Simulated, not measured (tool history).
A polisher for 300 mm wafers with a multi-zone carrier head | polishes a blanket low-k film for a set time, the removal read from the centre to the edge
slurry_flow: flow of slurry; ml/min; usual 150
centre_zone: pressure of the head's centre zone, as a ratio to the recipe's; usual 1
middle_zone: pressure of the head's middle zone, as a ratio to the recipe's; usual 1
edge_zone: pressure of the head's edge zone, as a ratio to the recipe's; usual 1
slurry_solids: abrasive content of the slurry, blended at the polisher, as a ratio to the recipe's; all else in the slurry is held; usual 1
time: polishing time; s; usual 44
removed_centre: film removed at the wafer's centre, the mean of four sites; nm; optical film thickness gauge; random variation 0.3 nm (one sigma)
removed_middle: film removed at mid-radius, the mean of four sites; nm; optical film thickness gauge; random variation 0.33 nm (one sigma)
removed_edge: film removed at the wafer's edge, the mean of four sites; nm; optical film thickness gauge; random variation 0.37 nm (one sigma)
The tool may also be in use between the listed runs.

run   hour  slurry_flow  centre_zone  middle_zone  edge_zone  slurry_solids  time  wafers since the last listed run  wafers polished on this pad  hours since the slurry nozzle was cleaned  hours since the centre zone pressure was calibrated  hours since the edge zone pressure was calibrated  hours since the carrier head's membrane was replaced  incoming thickness of the incoming film, nm  removed_centre  removed_middle  removed_edge
  1      0          150            1         1.05          1              1    44                                 0                          481                                      555.1                                               1158.5                                                647                                                  1055                                        516.7            22.7            26.8            25
  2   17.3          150            1            1          1              1    44                               223                          704                                      572.4                                               1175.8                                              664.3                                                1072.3                                        510.1            22.4            26.2          24.1
  3   27.1          150            1            1       1.07              1    44                               126                          831                                      582.2                                               1185.6                                              674.1                                                1082.1                                        520.2              22            26.4          25.5
  4   33.9          150            1            1          1              1    44                                87                          918                                        589                                               1192.4                                              680.9                                                1088.9                                        519.6            22.4            26.5          24.7
      52.9  -- centre zone pressure recalibrated
      69.2  -- worn pad replaced by a new one
  5   85.1          150            1            1          1              1    44                               583                          205                                      640.2                                                 32.2                                              732.1                                                1140.1                                        507.5            25.1            26.3          24.6
  6   93.5          150            1            1          1              1    44                               108                          313                                      648.6                                                 40.6                                              740.5                                                1148.5                                        514.2            25.3            26.2          25.2
  7    108          150            1         1.08          1              1    35                               187                          500                                      663.1                                                 55.1                                                755                                                  1163                                        502.3              20            22.4          20.3
  8  118.3          180         0.89         1.07          1              1    48                               132                          633                                      673.4                                                 65.4                                              765.3                                                1173.3                                        506.9            25.5              31            28
     133.6  -- slurry nozzle cleaned
  9  135.6          150            1            1          1              1    44                               210                          843                                          2                                                 82.7                                              782.6                                                1190.6                                        503.1            25.2            26.8          24.7
 10  153.1          150            1            1          1              1    49                               225                         1069                                       19.5                                                100.2                                              800.1                                                1208.1                                        519.4            28.2            29.5          27.4
     160.3  -- edge zone pressure recalibrated
     169.7  -- worn pad replaced by a new one
 11  170.2          150            1            1          1              1    44                               143                            6                                       36.6                                                117.3                                                9.9                                                1225.2                                        511.6            25.2            26.7          24.8
     181.6  -- carrier head's membrane replaced by a new one
 12  183.3          150         1.08            1       0.96              1    44                               104                          110                                       49.7                                                130.4                                                 23                                                   1.7                                        517.8            27.2            26.1          24.6
 13    199          150         0.95         1.09          1              1    44                               202                          313                                       65.4                                                146.1                                               38.7                                                  17.4                                        520.4            24.2            28.6          24.7
 14  207.6          105         0.89            1          1           1.25    33                               110                          424                                         74                                                154.7                                               47.3                                                    26                                        510.9            17.4            20.7          19.3
 15  224.5          115         0.93            1       0.96              1    36                               217                          642                                       90.9                                                171.6                                               64.2                                                  42.9                                        512.4            18.3            20.6          19.5
 16  238.6          150            1         0.92          1              1    37                               181                          823                                        105                                                185.7                                               78.3                                                    57                                        510.1            21.2            20.5          20.4
     256.5  -- worn pad replaced by a new one
 17    257          150         0.95         0.89       1.11              1    36                               185                            6                                      123.4                                                204.1                                               96.7                                                  75.4                                        506.5            19.3            19.4          20.7
 18  294.3          150         1.09         0.89          1           1.25    44                               481                          487                                      160.7                                                241.4                                                134                                                 112.7                                        505.7            30.1            26.2          27.5
 19    308          150            1            1       0.89              1    44                               176                          664                                      174.4                                                255.1                                              147.7                                                 126.4                                          519            24.9            26.6          23.7
 20  320.7          150         1.05         0.95          1            0.8    44                               163                          828                                      187.1                                                267.8                                              160.4                                                 139.1                                        509.7            23.7            22.7          22.6
 21  338.2          150            1            1          1              1    44                               225                         1053                                      204.6                                                285.3                                              177.9                                                 156.6                                        511.1            25.2            26.5          25.1
       353  -- worn pad replaced by a new one
 22  355.3          150            1            1          1              1    44                               168                           29                                      221.7                                                302.4                                                195                                                 173.7                                        516.4            24.9            26.2          24.9

Hidden state at the last listed run before each entry between runs and at the first one after, where it differs:
Between runs 4 and 5: centre zone pressure recalibrated (hour 52.9); worn pad replaced by a new one (hour 69.2)
  deviation of the centre zone's pressure from its setpoint, %: -10.5 -> 1.21
  measured less the result without the state, removed_centre: -2.7 -> +0.3 nm
Between runs 8 and 9: slurry nozzle cleaned (hour 133.6)
  deviation of the centre zone's pressure from its setpoint, %: 1.19 -> 1.17
  measured less the result without the state, removed_centre: +0.3 -> +0.3 nm
Between runs 10 and 11: edge zone pressure recalibrated (hour 160.3); worn pad replaced by a new one (hour 169.7)
  deviation of the centre zone's pressure from its setpoint, %: 1.14 -> 1.11
  measured less the result without the state, removed_centre: +0.3 -> +0.3 nm
Between runs 11 and 12: carrier head's membrane replaced by a new one (hour 181.6)
  deviation of the centre zone's pressure from its setpoint, %: 1.11 -> 1.09
  measured less the result without the state, removed_centre: +0.3 -> +0.3 nm
Between runs 16 and 17: worn pad replaced by a new one (hour 256.5)
  deviation of the centre zone's pressure from its setpoint, %: 0.955 -> 0.9
  measured less the result without the state, removed_centre: +0.2 -> +0.2 nm
Between runs 21 and 22: worn pad replaced by a new one (hour 353)
  deviation of the centre zone's pressure from its setpoint, %: 0.593 -> 0.516
  measured less the result without the state, removed_centre: +0.2 -> +0.2 nm

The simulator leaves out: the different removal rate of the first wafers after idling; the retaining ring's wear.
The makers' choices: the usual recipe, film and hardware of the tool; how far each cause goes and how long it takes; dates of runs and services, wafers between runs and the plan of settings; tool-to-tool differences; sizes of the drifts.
